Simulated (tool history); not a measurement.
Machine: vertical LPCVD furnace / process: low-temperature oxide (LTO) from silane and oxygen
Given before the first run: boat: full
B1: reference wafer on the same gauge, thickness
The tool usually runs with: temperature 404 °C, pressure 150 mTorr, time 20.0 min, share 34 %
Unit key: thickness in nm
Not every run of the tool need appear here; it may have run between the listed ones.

run 1 hour=0.0 | temperature=404 pressure=150 time=20.0 share=36 | B1=111.94 | thickness=112.16
-- hour=27.8 silane flow controller replaced
run 2 hour=28.3 | temperature=404 pressure=150 time=20.0 share=36 | B1=112.06 | thickness=118.93
run 3 hour=31.6 | temperature=404 pressure=150 time=20.0 share=34 | B1=112.03 | thickness=109.95
run 4 hour=43.8 | temperature=407 pressure=150 time=24.5 share=34 | B1=112.05 | thickness=139.68
run 5 hour=56.8 | temperature=407 pressure=150 time=24.5 share=34 | B1=111.97 | thickness=139.69
run 6 hour=65.2 | temperature=407 pressure=150 time=24.5 share=34 | B1=112.03 | thickness=140.08
run 7 hour=95.0 | temperature=404 pressure=150 time=20.0 share=34 | B1=112.05 | thickness=110.04
run 8 hour=111.0 | temperature=399 pressure=150 time=20.0 share=40 | B1=111.97 | thickness=128.29
run 9 hour=120.0 | temperature=410 pressure=130 time=20.0 share=34 | B1=111.96 | thickness=102.21
-- hour=120.3 gauge calibrated
run 10 hour=130.3 | temperature=414 pressure=150 time=17.5 share=38 | B1=111.98 | thickness=124.36
run 11 hour=145.6 | temperature=414 pressure=160 time=27.0 share=37 | B1=112.01 | thickness=198.64
-- hour=171.6 thermocouples replaced and temperature profile calibrated
run 12 hour=172.1 | temperature=404 pressure=150 time=20.0 share=34 | B1=112.02 | thickness=110.47
run 13 hour=175.4 | temperature=401 pressure=135 time=13.5 share=32 | B1=111.99 | thickness=59.30
run 14 hour=178.7 | temperature=404 pressure=150 time=20.0 share=34 | B1=112.07 | thickness=109.90
run 15 hour=182.0 | temperature=397 pressure=150 time=20.0 share=34 | B1=111.98 | thickness=101.78
-- hour=209.0 pressure gauge zeroed
run 16 hour=209.5 | temperature=404 pressure=150 time=20.0 share=34 | B1=112.01 | thickness=110.27
run 17 hour=212.8 | temperature=404 pressure=150 time=20.0 share=40 | B1=111.97 | thickness=135.42
run 18 hour=216.1 | temperature=393 pressure=150 time=14.5 share=37 | B1=111.93 | thickness=78.69
run 19 hour=228.9 | temperature=415 pressure=150 time=20.0 share=36 | B1=112.00 | thickness=134.12
run 20 hour=238.7 | temperature=404 pressure=150 time=20.0 share=34 | B1=112.06 | thickness=110.31
run 21 hour=253.9 | temperature=396 pressure=160 time=26.5 share=34 | B1=112.03 | thickness=141.76
run 22 hour=269.9 | temperature=404 pressure=140 time=20.0 share=34 | B1=111.99 | thickness=102.93
run 23 hour=281.4 | temperature=396 pressure=150 time=20.0 share=36 | B1=111.95 | thickness=108.46
run 24 hour=298.7 | temperature=415 pressure=140 time=17.0 share=32 | B1=112.01 | thickness=91.21
run 25 hour=312.3 | temperature=404 pressure=150 time=17.0 share=34 | B1=111.97 | thickness=93.67
run 26 hour=326.0 | temperature=404 pressure=150 time=20.0 share=34 | B1=112.04 | thickness=110.27
run 27 hour=341.4 | temperature=394 pressure=130 time=18.0 share=34 | B1=111.98 | thickness=76.40
run 28 hour=356.6 | temperature=404 pressure=150 time=20.0 share=34 | B1=112.03 | thickness=110.22
run 29 hour=370.7 | temperature=404 pressure=150 time=20.0 share=34 | B1=111.97 | thickness=110.09
run 30 hour=402.9 | temperature=404 pressure=150 time=20.0 share=34 | B1=111.95 | thickness=110.16

Below are 5 alternative next runs, each starting from the tool's condition after run 30. Predict each:
run A hour=406.3 | temperature=404 pressure=150 time=20.0 share=34 | B1=? | thickness=?
run B hour=406.3 | temperature=401 pressure=150 time=20.0 share=37 | B1=? | thickness=?
run C hour=406.3 | temperature=414 pressure=125 time=13.0 share=28 | B1=? | thickness=?
run D hour=406.3 | temperature=411 pressure=160 time=24.0 share=29 | B1=? | thickness=?
run E hour=406.3 | temperature=404 pressure=170 time=25.0 share=28 | B1=? | thickness=?

run=A B1=111.97 thickness=110.47
run=B B1=111.97 thickness=119.43
run=C B1=111.97 thickness=50.89
run=D B1=111.97 thickness=122.34
run=E B1=111.97 thickness=118.40
With the hidden condition removed and each run's random variation left untouched, the same runs would have given:
run=A thickness=111.29
run=B thickness=120.23
run=C thickness=51.34
run=D thickness=123.40
run=E thickness=119.47
